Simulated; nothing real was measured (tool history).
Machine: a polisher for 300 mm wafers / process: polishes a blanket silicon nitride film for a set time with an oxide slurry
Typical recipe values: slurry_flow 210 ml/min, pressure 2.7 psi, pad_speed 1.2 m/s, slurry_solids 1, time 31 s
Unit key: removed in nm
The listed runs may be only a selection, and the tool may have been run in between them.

run     day  slurry_flow  pressure  pad_speed  slurry_solids  time  wafers since the last listed run  wafers polished on this pad  hours since the slurry nozzle was cleaned  hours since the head pressure was calibrated  hours since the slurry blender was calibrated  hours since the conditioning disc was replaced  incoming thickness of the incoming film, nm  removed
  1       0          210       2.7        1.2              1    31                                 0                         1930                                      502.1                                         208.2                                              2                                           282.6                                        353.9     19.2
      0.071  -- conditioning disc replaced and pad reconditioned
  2   1.371          210       2.7        1.2              1    31                               395                         2325                                        535                                         241.1                                           34.9                                            31.2                                        349.2     19.2
      1.675  -- slurry nozzle cleaned
  3   4.308          210       2.7        1.2              1    31                               881                         3207                                       63.2                                         311.6                                          105.4                                           101.7                                        350.1     19.2
      5.629  -- worn pad replaced by a new one
  4   7.179          210       3.1        1.2              1    31                               823                          471                                      132.1                                         380.5                                          174.3                                           170.6                                        354.2     21.3
     11.312  -- slurry blender recalibrated
  5   12.15          210       3.1        1.2              1    31                              1487                         1959                                      251.4                                         499.8                                           20.1                                           289.9                                        351.8     21.1
     14.025  -- conditioning disc replaced and pad reconditioned
  6  14.904          210       3.1        1.2              1    31                               813                         2772                                      317.5                                         565.9                                           86.2                                            21.1                                        348.7     20.9
  7  16.896          210       2.7        1.1              1    31                               606                         3379                                      365.3                                         613.7                                            134                                            68.9                                        345.4     17.5
     17.692  -- worn pad replaced by a new one
     18.596  -- head pressure recalibrated
  8  20.054          210       2.7        1.1              1    31                               885                          694                                      441.1                                            35                                          209.8                                           144.7                                        346.2     17.8
     21.492  -- slurry nozzle cleaned
  9  22.429          210       2.7        1.1              1    31                               710                         1404                                       22.5                                            92                                          266.8                                           201.7                                          346     18.1
     22.821  -- slurry blender recalibrated
 10  24.242          210       2.7        1.2            0.9    31                               526                         1930                                         66                                         135.5                                           34.1                                           245.2                                          353     18.4
       25.1  -- conditioning disc replaced and pad reconditioned
 11  30.658          210       2.7       1.02              1    22                              1927                         3858                                        220                                         289.5                                          188.1                                           133.4                                        355.3     11.9
     31.883  -- worn pad replaced by a new one
 12  33.575          210       2.2        1.2              1    31                               837                          515                                        290                                         359.5                                          258.1                                           203.4                                        343.9     16.2
       35.4  -- slurry blender recalibrated
 13  35.421          210       2.7        1.1              1    31                               536                         1052                                      334.3                                         403.8                                            0.5                                           247.7                                        345.2     17.7
     39.508  -- conditioning disc replaced and pad reconditioned
     40.421  -- slurry nozzle cleaned
 14  40.442          210       2.7        1.2              1    31                              1490                         2542                                        0.5                                         524.3                                            121                                            22.4                                        346.2     18.7
 15   42.25          210       2.7        1.2              1    31                               550                         3092                                       43.9                                         567.7                                          164.4                                            65.8                                        345.7     18.8

For run 16, what comes out?
 16  45.238          210       2.7       1.56           1.15    31                               909                         4002                                      115.6                                         639.4                                          236.1                                           137.5                                        347.1        ?

Run 16 gave removed 24.4 nm.
Minus the tool's unlogged condition, the same run would have read removed 25.1 nm.
